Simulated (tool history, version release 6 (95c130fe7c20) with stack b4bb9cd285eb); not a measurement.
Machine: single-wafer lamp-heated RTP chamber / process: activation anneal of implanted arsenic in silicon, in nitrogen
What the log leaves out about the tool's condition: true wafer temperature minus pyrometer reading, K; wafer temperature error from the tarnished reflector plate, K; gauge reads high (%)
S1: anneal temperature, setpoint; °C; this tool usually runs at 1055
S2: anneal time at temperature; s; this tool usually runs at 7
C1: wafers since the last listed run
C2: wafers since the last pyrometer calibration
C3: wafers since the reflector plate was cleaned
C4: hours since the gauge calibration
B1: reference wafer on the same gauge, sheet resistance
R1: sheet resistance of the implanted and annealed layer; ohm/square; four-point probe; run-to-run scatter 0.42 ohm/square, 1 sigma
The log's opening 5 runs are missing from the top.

| run | hour | S1 | S2 | C1 | C2 | C3 | C4 | B1 | R1 |
|---|---|---|---|---|---|---|---|---|---|
| 6 | 142 | 1055 | 7 | 215 | 1936 | 3775 | 213.2 | 281.04 | 276.02 |
|  | 163.5 | reflector plate cleaned |
| 7 | 164 | 1055 | 7 | 178 | 2114 | 5 | 235.2 | 280.9 | 276.42 |
| 8 | 194.5 | 1068 | 9 | 388 | 2502 | 394 | 265.7 | 281.01 | 271.79 |
| 9 | 214.8 | 1055 | 7 | 258 | 2761 | 652 | 286 | 281.02 | 276.57 |
| 10 | 245.5 | 1055 | 7 | 390 | 3152 | 1043 | 316.7 | 280.94 | 275.42 |
| 11 | 264.7 | 1055 | 5 | 244 | 3396 | 1287 | 335.9 | 281.01 | 277.37 |
| 12 | 286.9 | 1055 | 4 | 282 | 3679 | 1570 | 358.1 | 281.04 | 279.81 |
|  | 302.3 | pyrometer window cleaned and pyrometer calibrated |
| 13 | 312.8 | 1055 | 7 | 227 | 133 | 1798 | 384 | 280.99 | 277.27 |
| 14 | 344.5 | 1055 | 7 | 403 | 536 | 2202 | 415.7 | 281.07 | 276.28 |
| 15 | 367.3 | 1039 | 10 | 290 | 827 | 2492 | 438.5 | 281.07 | 276.84 |
| 16 | 392.2 | 1072 | 5 | 317 | 1144 | 2809 | 463.4 | 281.01 | 277.05 |
| 17 | 417.9 | 1025 | 10 | 327 | 1471 | 3136 | 489.1 | 280.89 | 278.63 |
|  | 439.4 | reflector plate cleaned |
| 18 | 439.9 | 1064 | 10 | 178 | 1649 | 6 | 511.1 | 281.08 | 272.81 |
| 19 | 471.9 | 1070 | 4 | 407 | 2057 | 413 | 543.1 | 281.13 | 278.01 |
| 20 | 495.5 | 1055 | 7 | 300 | 2357 | 714 | 566.7 | 280.9 | 276.7 |

Estimate the outcome of run 21 from the log above:
| 21 | 531.3 | 1055 | 7 | 455 | 2813 | 1170 | 602.5 | ? | ? |

{"run 21": {"B1": 281, "R1": 275.41}}
On a tool with no hidden condition, and with the same random variation, this run would have come out at R1 276.54 ohm/square.
